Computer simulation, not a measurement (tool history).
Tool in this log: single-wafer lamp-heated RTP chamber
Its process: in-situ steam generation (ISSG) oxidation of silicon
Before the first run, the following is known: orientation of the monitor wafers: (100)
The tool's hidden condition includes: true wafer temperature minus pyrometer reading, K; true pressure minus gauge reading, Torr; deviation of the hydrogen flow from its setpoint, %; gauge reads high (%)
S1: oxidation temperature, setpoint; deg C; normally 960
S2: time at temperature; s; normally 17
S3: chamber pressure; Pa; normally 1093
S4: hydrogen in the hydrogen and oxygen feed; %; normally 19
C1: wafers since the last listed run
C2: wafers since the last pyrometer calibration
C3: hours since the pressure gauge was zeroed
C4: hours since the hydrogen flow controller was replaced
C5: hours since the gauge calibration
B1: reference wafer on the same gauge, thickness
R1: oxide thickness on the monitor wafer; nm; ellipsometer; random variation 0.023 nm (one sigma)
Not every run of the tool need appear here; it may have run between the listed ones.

run 1 hour=0.0 | S1=960 S2=17 S3=1093 S4=19 | C1=0 C2=594 C3=4078.7 C4=4422.4 C5=509.1 | B1=5.017 | R1=4.259
run 2 hour=37.2 | S1=960 S2=17 S3=1093 S4=19 | C1=399 C2=994 C3=4115.9 C4=4459.6 C5=546.3 | B1=5.017 | R1=4.309
run 3 hour=98.7 | S1=960 S2=17 S3=1093 S4=19 | C1=660 C2=1654 C3=4177.4 C4=4521.1 C5=607.8 | B1=5.002 | R1=4.244
-- hour=168.4 pyrometer window cleaned and pyrometer calibrated
run 4 hour=193.5 | S1=960 S2=17 S3=1093 S4=19 | C1=932 C2=269 C3=4272.2 C4=4615.9 C5=702.6 | B1=4.987 | R1=4.248
run 5 hour=262.7 | S1=960 S2=17 S3=1093 S4=19 | C1=743 C2=1012 C3=4341.4 C4=4685.1 C5=771.8 | B1=4.971 | R1=4.254
run 6 hour=364.0 | S1=960 S2=14 S3=1093 S4=19 | C1=1088 C2=2101 C3=4442.7 C4=4786.4 C5=873.1 | B1=4.978 | R1=3.960
-- hour=402.1 pyrometer window cleaned and pyrometer calibrated
run 7 hour=460.4 | S1=960 S2=17 S3=1093 S4=19 | C1=949 C2=626 C3=4539.1 C4=4882.8 C5=969.5 | B1=4.960 | R1=4.187
-- hour=477.3 pressure gauge zeroed
run 8 hour=565.5 | S1=960 S2=12 S3=1240 S4=19 | C1=1043 C2=1670 C3=88.2 C4=4987.9 C5=1074.6 | B1=4.948 | R1=3.657
run 9 hour=651.6 | S1=955 S2=15 S3=933 S4=11 | C1=925 C2=2595 C3=174.3 C4=5074.0 C5=1160.7 | B1=4.953 | R1=3.478
-- hour=663.9 pyrometer window cleaned and pyrometer calibrated
run 10 hour=780.1 | S1=960 S2=24 S3=1213 S4=19 | C1=1294 C2=1248 C3=302.8 C4=5202.5 C5=1289.2 | B1=4.943 | R1=4.908
-- hour=792.2 hydrogen flow controller replaced
-- hour=918.8 pyrometer window cleaned and pyrometer calibrated
run 11 hour=921.9 | S1=960 S2=17 S3=1093 S4=16 | C1=1351 C2=33 C3=444.6 C4=129.7 C5=1431.0 | B1=4.936 | R1=4.083
-- hour=946.7 gauge calibrated
run 12 hour=1015.3 | S1=979 S2=17 S3=1200 S4=19 | C1=1003 C2=1036 C3=538.0 C4=223.1 C5=68.6 | B1=5.125 | R1=4.607
run 13 hour=1111.1 | S1=947 S2=22 S3=1200 S4=15 | C1=1029 C2=2066 C3=633.8 C4=318.9 C5=164.4 | B1=5.091 | R1=4.366
-- hour=1160.0 pyrometer window cleaned and pyrometer calibrated
run 14 hour=1215.0 | S1=960 S2=17 S3=1093 S4=19 | C1=1030 C2=590 C3=737.7 C4=422.8 C5=268.3 | B1=5.046 | R1=4.283
run 15 hour=1282.1 | S1=946 S2=17 S3=1093 S4=19 | C1=720 C2=1311 C3=804.8 C4=489.9 C5=335.4 | B1=5.018 | R1=4.110

Predict each of these 3 candidate next runs independently; none follows another, all start after run 15:
run A hour=1282.5 | S1=960 S2=17 S3=1093 S4=19 | C1=4 C2=1316 C3=805.2 C4=490.3 C5=335.8 | B1=? | R1=?
run B hour=1282.5 | S1=941 S2=13 S3=1093 S4=16 | C1=4 C2=1316 C3=805.2 C4=490.3 C5=335.8 | B1=? | R1=?
run C hour=1282.5 | S1=979 S2=15 S3=973 S4=25 | C1=4 C2=1316 C3=805.2 C4=490.3 C5=335.8 | B1=? | R1=?

run=A B1=5.026 R1=4.288
run=B B1=5.026 R1=3.530
run=C B1=5.026 R1=4.627
Without the tool's hidden state the same runs would have given:
run=A R1=4.431
run=B R1=3.647
run=C R1=4.781

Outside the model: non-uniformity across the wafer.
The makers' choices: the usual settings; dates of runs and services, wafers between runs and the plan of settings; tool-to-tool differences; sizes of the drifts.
